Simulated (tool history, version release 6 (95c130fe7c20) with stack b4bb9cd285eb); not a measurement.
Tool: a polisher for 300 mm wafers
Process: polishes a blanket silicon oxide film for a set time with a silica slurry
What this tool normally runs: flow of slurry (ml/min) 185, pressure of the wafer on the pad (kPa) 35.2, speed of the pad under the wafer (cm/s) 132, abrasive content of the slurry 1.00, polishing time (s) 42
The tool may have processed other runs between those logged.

run,hour,flow of slurry (ml/min),pressure of the wafer on the pad (kPa),speed of the pad under the wafer (cm/s),abrasive content of the slurry,polishing time (s),"incoming thickness of the incoming film, nm",film removed (nm)
1,0.0,185,35.2,132,1.00,42,808.9,188.3
2,9.9,185,44.8,132,1.00,42,807.3,243.3
# hour 26.7: worn pad replaced by a new one
3,27.2,185,44.8,132,1.00,42,810.8,240.5
4,31.9,230,35.2,132,1.00,48,810.1,222.9
5,41.7,185,35.2,132,1.00,42,810.3,191.6
# hour 48.2: conditioning disc replaced and pad reconditioned
6,51.0,185,35.2,132,1.00,42,798.8,189.0
# hour 55.8: head pressure recalibrated
# hour 67.9: slurry blender recalibrated
7,68.4,165,35.2,132,1.00,49,806.0,227.0
8,73.8,165,35.2,132,1.00,49,804.4,226.5
9,82.9,185,35.2,132,1.00,34,789.3,161.0
10,90.1,185,35.2,132,1.00,56,792.6,264.9
11,101.7,185,35.2,152,1.00,42,788.6,218.4
# hour 112.2: head pressure recalibrated, repeated, since the last time left the tool worse
12,119.5,185,35.2,132,1.00,42,796.1,181.2
# hour 126.8: worn pad replaced by a new one
13,131.9,185,35.2,132,1.00,42,805.6,178.0
# hour 138.8: slurry nozzle cleaned
14,139.3,185,35.2,132,1.20,42,796.8,193.5
15,151.9,200,39.3,146,1.20,42,787.1,234.7
16,203.6,200,35.2,132,1.00,51,793.8,219.9
17,211.4,185,35.2,132,1.00,42,804.3,182.4
# hour 223.9: worn pad replaced by a new one
18,227.7,240,31.0,132,1.25,42,801.3,177.4
19,245.7,185,35.2,150,0.80,42,804.0,186.2
20,252.4,185,35.2,132,1.00,34,796.2,146.9
21,259.5,185,46.9,160,1.10,42,803.5,294.0
22,266.4,140,35.2,132,1.00,42,814.8,175.1
23,273.6,185,26.9,170,1.00,42,794.7,171.3
# hour 287.3: slurry blender recalibrated
24,291.2,185,35.2,132,1.00,42,799.8,183.1
25,304.5,185,35.2,162,1.00,29,808.6,153.2
26,311.4,185,43.4,108,1.25,42,785.4,210.0
# hour 318.0: worn pad replaced by a new one
27,323.9,160,35.2,132,0.85,42,790.2,170.1

Each row is a separate what-if for the run after 27, all from the same tool condition, not one after another. Results?
A,324.3,185,35.2,132,1.00,54,802.9,?
B,324.3,250,35.2,132,0.75,53,802.9,?
C,324.3,185,24.8,132,1.00,30,802.9,?

run,film removed (nm)
A,235.1
B,216.4
C,92.2
Without the tool's unlogged condition, the same runs would have read:
run,film removed (nm)
A,229.4
B,211.1
C,89.9

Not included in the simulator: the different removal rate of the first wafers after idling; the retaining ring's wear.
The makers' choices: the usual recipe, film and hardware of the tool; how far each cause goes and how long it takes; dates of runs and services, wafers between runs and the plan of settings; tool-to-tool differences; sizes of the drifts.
